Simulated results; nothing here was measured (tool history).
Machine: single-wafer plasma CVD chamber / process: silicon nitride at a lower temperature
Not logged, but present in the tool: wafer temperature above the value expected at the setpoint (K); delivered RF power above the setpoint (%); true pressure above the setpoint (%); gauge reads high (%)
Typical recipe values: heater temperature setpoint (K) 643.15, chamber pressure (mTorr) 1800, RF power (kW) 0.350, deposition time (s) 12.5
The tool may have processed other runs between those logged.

run	hour	heater temperature setpoint (K)	chamber pressure (mTorr)	RF power (kW)	deposition time (s)	wafers since the last listed run	hours since the last thermocouple change	hours since the last RF generator calibration	hours since the last manometer calibration	hours since the showerhead was replaced	hours since the gauge calibration	read-back reference wafer on the same gauge, thickness_nm	mean film thickness on the monitor wafer (angstrom)
1	0.0	643.15	1800	0.350	11.1	0	1530.8	2245.8	820.2	2245.2	20.5	20.503	160.71
2	14.3	643.15	1800	0.350	12.5	346	1545.1	2260.1	834.5	2259.5	34.8	20.504	181.23
3	43.1	643.15	1800	0.350	12.5	697	1573.9	2288.9	863.3	2288.3	63.6	20.483	180.99
4	66.9	643.15	1800	0.350	12.5	576	1597.7	2312.7	887.1	2312.1	87.4	20.500	181.36
5	96.7	643.15	1800	0.350	12.5	722	1627.5	2342.5	916.9	2341.9	117.2	20.506	181.71
6	122.6	643.15	1800	0.350	12.5	627	1653.4	2368.4	942.8	2367.8	143.1	20.498	182.05
7	157.0	643.15	1800	0.350	12.5	833	1687.8	2402.8	977.2	2402.2	177.5	20.489	181.62
# hour 167.8: capacitance manometer re-zeroed and calibrated
8	173.2	643.15	1800	0.350	12.5	198	1704.0	2419.0	5.4	2418.4	193.7	20.491	178.43
9	199.4	643.15	1800	0.375	12.5	634	1730.2	2445.2	31.6	2444.6	219.9	20.490	183.39
10	225.5	643.15	1800	0.350	12.5	632	1756.3	2471.3	57.7	2470.7	246.0	20.484	178.27
# hour 264.9: thermocouple changed; heater temperature recalibrated
11	265.4	643.15	1800	0.320	10.1	773	0.5	2511.2	97.6	2510.6	285.9	20.495	139.23
12	296.4	654.15	1990	0.390	14.3	751	31.5	2542.2	128.6	2541.6	316.9	20.503	217.66
# hour 319.9: gauge calibrated
13	327.5	654.15	1970	0.405	12.5	753	62.6	2573.3	159.7	2572.7	7.6	20.509	192.56
# hour 339.3: showerhead replaced
# hour 387.2: RF generator calibrated
14	390.7	635.15	1980	0.325	12.5	1143	125.8	3.5	222.9	51.4	70.8	20.505	179.21
15	423.6	643.15	1470	0.350	12.5	797	158.7	36.4	255.8	84.3	103.7	20.488	168.31
16	449.8	628.15	1800	0.350	12.5	634	184.9	62.6	282.0	110.5	129.9	20.494	179.63
17	463.4	643.15	1800	0.350	12.5	329	198.5	76.2	295.6	124.1	143.5	20.500	179.04
18	493.9	637.15	2200	0.350	12.5	739	229.0	106.7	326.1	154.6	174.0	20.494	189.51

Run by run, hidden condition taken away, random variation retained:
run	mean film thickness on the monitor wafer (angstrom)
1	159.05
2	179.28
3	178.88
4	179.10
5	179.27
6	179.44
7	178.80
8	179.18
9	184.16
10	179.01
11	139.79
12	218.46
13	193.23
14	179.76
15	168.82
16	180.10
17	179.48
18	189.89
